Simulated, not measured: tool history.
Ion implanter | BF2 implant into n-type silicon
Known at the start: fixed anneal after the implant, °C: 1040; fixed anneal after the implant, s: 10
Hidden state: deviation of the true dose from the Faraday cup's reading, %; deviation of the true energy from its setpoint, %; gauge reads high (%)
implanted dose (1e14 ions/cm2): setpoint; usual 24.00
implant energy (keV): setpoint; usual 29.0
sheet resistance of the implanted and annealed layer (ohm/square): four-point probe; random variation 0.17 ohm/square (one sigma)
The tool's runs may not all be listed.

run    hour  implanted dose (1e14 ions/cm2)  implant energy (keV)  wafers since the last listed run  hours since the last dose calibration  hours since the extraction supply was calibrated  hours since the gauge calibration  read-back reference wafer on the same gauge, sheet resistance  sheet resistance of the implanted and annealed layer (ohm/square)
  1     0.0                           24.00                  29.0                                 0                                  373.1                                            5716.2                              945.2                                                         118.99                                                             115.61
  2    26.9                           24.00                  29.0                               564                                  400.0                                            5743.1                              972.1                                                         118.98                                                             116.32
  3    82.4                           24.00                  29.0                              1163                                  455.5                                            5798.6                             1027.6                                                         119.02                                                             115.90
  4   281.7                           26.97                  29.0                              4178                                  654.8                                            5997.9                             1226.9                                                         119.01                                                             115.12
  5   341.2                           26.97                  29.0                              1247                                  714.3                                            6057.4                             1286.4                                                         119.04                                                             115.61
  6   409.5                           24.00                  22.0                              1432                                  782.6                                            6125.7                             1354.7                                                         119.01                                                             131.60
  7   453.6                           24.00                  22.0                               924                                  826.7                                            6169.8                             1398.8                                                         119.03                                                             131.79
      475.5  -- Faraday cup replaced and dose calibrated
  8   481.1                           24.00                  34.5                               408                                    5.6                                            6197.3                             1426.3                                                         119.04                                                             106.63
  9   526.9                           24.00                  29.0                               960                                   51.4                                            6243.1                             1472.1                                                         118.97                                                             116.41
 10   587.0                           25.95                  29.0                              1260                                  111.5                                            6303.2                             1532.2                                                         119.03                                                             115.74
      649.9  -- gauge calibrated
 11   736.2                           24.00                  29.0                              3128                                  260.7                                            6452.4                               86.3                                                         119.00                                                             116.19
 12   778.7                           24.00                  29.0                               891                                  303.2                                            6494.9                              128.8                                                         119.05                                                             116.12
 13   838.3                           24.00                  29.0                              1249                                  362.8                                            6554.5                              188.4                                                         119.04                                                             116.43
 14   886.3                           24.00                  29.0                              1006                                  410.8                                            6602.5                              236.4                                                         119.01                                                             116.47
 15   942.1                           24.00                  29.0                              1169                                  466.6                                            6658.3                              292.2                                                         119.01                                                             116.38
 16   973.1                           24.00                  29.0                               649                                  497.6                                            6689.3                              323.2                                                         119.05                                                             116.51
 17  1018.5                           19.70                  29.0                               951                                  543.0                                            6734.7                              368.6                                                         118.98                                                             118.39
 18  1059.7                           29.17                  29.0                               863                                  584.2                                            6775.9                              409.8                                                         118.99                                                             115.01
 19  1123.5                           24.00                  29.0                              1337                                  648.0                                            6839.7                              473.6                                                         118.97                                                             116.49
 20  1191.7                           24.00                  29.0                              1429                                  716.2                                            6907.9                              541.8                                                         118.97                                                             116.59
 21  1242.0                           24.00                  29.0                              1054                                  766.5                                            6958.2                              592.1                                                         119.03                                                             116.44
     1277.5  -- Faraday cup replaced and dose calibrated
     1284.2  -- extraction supply calibrated
 22  1284.7                           18.07                  20.0                               586                                    7.2                                               0.5                              634.8                                                         119.01                                                             138.28
 23  1325.7                           30.09                  32.5                               859                                   48.2                                              41.5                              675.8                                                         119.04                                                             106.38
 24  1366.1                           24.00                  29.0                               847                                   88.6                                              81.9                              716.2                                                         118.99                                                             113.87
 25  1428.2                           27.76                  33.5                              1302                                  150.7                                             144.0                              778.3                                                         119.00                                                             105.68
 26  1473.1                           30.62                  37.0                               941                                  195.6                                             188.9                              823.2                                                         119.00                                                              99.31
 27  1539.9                           24.00                  33.0                              1400                                  262.4                                             255.7                              890.0                                                         119.04                                                             107.41
 28  1594.9                           26.97                  29.0                              1153                                  317.4                                             310.7                              945.0                                                         119.00                                                             113.91
 29  1622.8                           22.08                  19.0                               584                                  345.3                                             338.6                              972.9                                                         118.97                                                             138.90
 30  1673.5                           24.00                  29.0                              1063                                  396.0                                             389.3                             1023.6                                                         118.96                                                             114.28
 31  1735.2                           28.03                  20.0                              1293                                  457.7                                             451.0                             1085.3                                                         118.97                                                             133.86
 32  1786.8                           26.95                  22.5                              1081                                  509.3                                             502.6                             1136.9                                                         118.96                                                             127.71
 33  1837.1                           24.00                  29.0                              1054                                  559.6                                             552.9                             1187.2                                                         118.98                                                             114.52

Some steps in sheet resistance of the implanted and annealed layer (ohm/square) between neighbouring runs. How much of each would the tool show without its hidden state too (settings, what came in, random variation), and how much is left for the hidden state, with any gauge scatter that isn't in both results?
Run 7 -> 8: implant energy (keV) 22.0 -> 34.5, Faraday cup replaced and dose calibrated. sheet resistance of the implanted and annealed layer (ohm/square) -25.16: hidden state -0.15, all else -25.01.
Run 8 -> 9: implant energy (keV) 34.5 -> 29.0. sheet resistance of the implanted and annealed layer (ohm/square) +9.78: hidden state +0.10, all else +9.68.
Run 21 -> 22: implanted dose (1e14 ions/cm2) 24.00 -> 18.07, implant energy (keV) 29.0 -> 20.0, Faraday cup replaced and dose calibrated, extraction supply calibrated. sheet resistance of the implanted and annealed layer (ohm/square) +21.84: hidden state -2.24, all else +24.08.
Run 22 -> 23: implanted dose (1e14 ions/cm2) 18.07 -> 30.09, implant energy (keV) 20.0 -> 32.5. sheet resistance of the implanted and annealed layer (ohm/square) -31.90: hidden state -0.01, all else -31.89.
Run 28 -> 29: implanted dose (1e14 ions/cm2) 26.97 -> 22.08, implant energy (keV) 29.0 -> 19.0. sheet resistance of the implanted and annealed layer (ohm/square) +24.99: hidden state +0.03, all else +24.96.
